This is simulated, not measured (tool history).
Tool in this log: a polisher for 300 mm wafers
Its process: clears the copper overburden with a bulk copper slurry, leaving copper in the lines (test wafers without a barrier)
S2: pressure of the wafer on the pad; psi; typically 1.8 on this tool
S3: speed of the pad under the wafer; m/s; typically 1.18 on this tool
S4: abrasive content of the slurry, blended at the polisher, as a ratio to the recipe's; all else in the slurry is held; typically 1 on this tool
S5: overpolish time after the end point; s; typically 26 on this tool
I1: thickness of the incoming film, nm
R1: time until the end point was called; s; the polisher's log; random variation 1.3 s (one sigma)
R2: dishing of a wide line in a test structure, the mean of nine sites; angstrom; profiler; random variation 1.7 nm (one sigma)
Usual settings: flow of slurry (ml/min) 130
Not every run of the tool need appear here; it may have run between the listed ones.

run 1 hour=0 | flow_of_slurry_(ml/min)=155 S2=1.8 S3=1.38 S4=1 S5=26 | I1=761.1 | R1=111.8 R2=817
run 2 hour=85.1 | flow_of_slurry_(ml/min)=130 S2=1.8 S3=1.18 S4=1 S5=37 | I1=746.1 | R1=127.8 R2=947
-- hour=120.6 worn pad replaced by a new one
run 3 hour=158.1 | flow_of_slurry_(ml/min)=130 S2=1.8 S3=1.18 S4=1 S5=37 | I1=754.1 | R1=113.1 R2=980
run 4 hour=197.3 | flow_of_slurry_(ml/min)=130 S2=1.8 S3=1.18 S4=1 S5=26 | I1=771.1 | R1=118.3 R2=817
run 5 hour=266.6 | flow_of_slurry_(ml/min)=130 S2=1.8 S3=1.18 S4=1 S5=26 | I1=767.1 | R1=120.4 R2=813
run 6 hour=362.4 | flow_of_slurry_(ml/min)=130 S2=1.8 S3=1.18 S4=1 S5=26 | I1=765.4 | R1=125.4 R2=782
-- hour=370.2 slurry nozzle cleaned
run 7 hour=405.6 | flow_of_slurry_(ml/min)=130 S2=1.8 S3=1.18 S4=1 S5=26 | I1=768 | R1=129.7 R2=799
run 8 hour=496.1 | flow_of_slurry_(ml/min)=130 S2=1.8 S3=1.18 S4=1 S5=26 | I1=738.9 | R1=123.6 R2=778
-- hour=537.4 head pressure recalibrated
run 9 hour=578.8 | flow_of_slurry_(ml/min)=130 S2=1.8 S3=1.18 S4=1 S5=26 | I1=760 | R1=132.1 R2=761
-- hour=654.8 slurry blender recalibrated
run 10 hour=660.8 | flow_of_slurry_(ml/min)=105 S2=1.8 S3=1.18 S4=0.85 S5=40 | I1=747.1 | R1=131.1 R2=977
-- hour=818.1 worn pad replaced by a new one
run 11 hour=888.8 | flow_of_slurry_(ml/min)=130 S2=1.8 S3=1.18 S4=0.8 S5=26 | I1=768.6 | R1=121.9 R2=820
run 12 hour=952.8 | flow_of_slurry_(ml/min)=130 S2=2.3 S3=1.18 S4=1 S5=39 | I1=747.3 | R1=90.5 R2=1146
run 13 hour=1009.7 | flow_of_slurry_(ml/min)=130 S2=1.8 S3=1.18 S4=0.8 S5=26 | I1=760.6 | R1=126.2 R2=832
-- hour=1059.2 slurry nozzle cleaned
run 14 hour=1066.9 | flow_of_slurry_(ml/min)=165 S2=2.3 S3=1.18 S4=1 S5=35 | I1=754.7 | R1=93.7 R2=1110
run 15 hour=1152.8 | flow_of_slurry_(ml/min)=130 S2=1.8 S3=1.18 S4=1.25 S5=26 | I1=763.2 | R1=121.3 R2=816
run 16 hour=1237.3 | flow_of_slurry_(ml/min)=175 S2=1.8 S3=0.82 S4=1.2 S5=35 | I1=755.4 | R1=143.5 R2=824
run 17 hour=1325.6 | flow_of_slurry_(ml/min)=130 S2=1.8 S3=1.18 S4=1 S5=35 | I1=749.6 | R1=133.2 R2=891
run 18 hour=1398 | flow_of_slurry_(ml/min)=160 S2=1.8 S3=1.18 S4=1 S5=26 | I1=770.9 | R1=132.8 R2=739
run 19 hour=1456.8 | flow_of_slurry_(ml/min)=130 S2=1.8 S3=1.18 S4=0.8 S5=26 | I1=748.8 | R1=143.4 R2=728
-- hour=1463 slurry blender recalibrated
run 20 hour=1494.1 | flow_of_slurry_(ml/min)=130 S2=1.8 S3=0.96 S4=1 S5=26 | I1=756.6 | R1=141.1 R2=738
-- hour=1525.2 head pressure recalibrated
run 21 hour=1530.1 | flow_of_slurry_(ml/min)=130 S2=1.8 S3=1.08 S4=1 S5=26 | I1=761.5 | R1=134.5 R2=781
run 22 hour=1621 | flow_of_slurry_(ml/min)=100 S2=1.5 S3=1.18 S4=1 S5=26 | I1=763.3 | R1=156 R2=667
-- hour=1660.2 worn pad replaced by a new one
run 23 hour=1683.1 | flow_of_slurry_(ml/min)=95 S2=2 S3=1.18 S4=1 S5=12 | I1=755.7 | R1=109.2 R2=518
-- hour=1690.8 slurry nozzle cleaned
run 24 hour=1781.3 | flow_of_slurry_(ml/min)=130 S2=1.8 S3=1.18 S4=1 S5=26 | I1=754.6 | R1=120.1 R2=807
run 25 hour=1883.7 | flow_of_slurry_(ml/min)=130 S2=1.8 S3=1.08 S4=1 S5=26 | I1=754.8 | R1=130.3 R2=795
run 26 hour=1968 | flow_of_slurry_(ml/min)=165 S2=1.4 S3=1.18 S4=1 S5=37 | I1=766.6 | R1=163.2 R2=774
run 27 hour=2061.4 | flow_of_slurry_(ml/min)=130 S2=1.6 S3=1.18 S4=0.85 S5=18 | I1=759.5 | R1=153.6 R2=542
run 28 hour=2150.8 | flow_of_slurry_(ml/min)=165 S2=1.4 S3=1.18 S4=1.25 S5=31 | I1=747.8 | R1=159.6 R2=743
-- hour=2163.1 slurry blender recalibrated
-- hour=2368.5 worn pad replaced by a new one
run 29 hour=2412.3 | flow_of_slurry_(ml/min)=130 S2=2.3 S3=1.02 S4=0.85 S5=13 | I1=753 | R1=97.9 R2=624

Each row is a separate what-if for the run after 29, all from the same tool condition, not one after another. Results?
run A hour=2412.8 | flow_of_slurry_(ml/min)=130 S2=1.8 S3=1.18 S4=1.2 S5=26 | I1=748.9 | R1=? R2=?
run B hour=2412.8 | flow_of_slurry_(ml/min)=130 S2=1.8 S3=1.56 S4=1 S5=26 | I1=748.9 | R1=? R2=?
run C hour=2412.8 | flow_of_slurry_(ml/min)=155 S2=1.8 S3=1.18 S4=0.75 S5=26 | I1=748.9 | R1=? R2=?

run=A R1=110.2 R2=853
run=B R1=95.5 R2=908
run=C R1=116.6 R2=830
With the hidden condition removed and each run's random variation left untouched, the same runs would have given:
run=A R1=106.7 R2=866
run=B R1=92.4 R2=920
run=C R1=113 R2=843
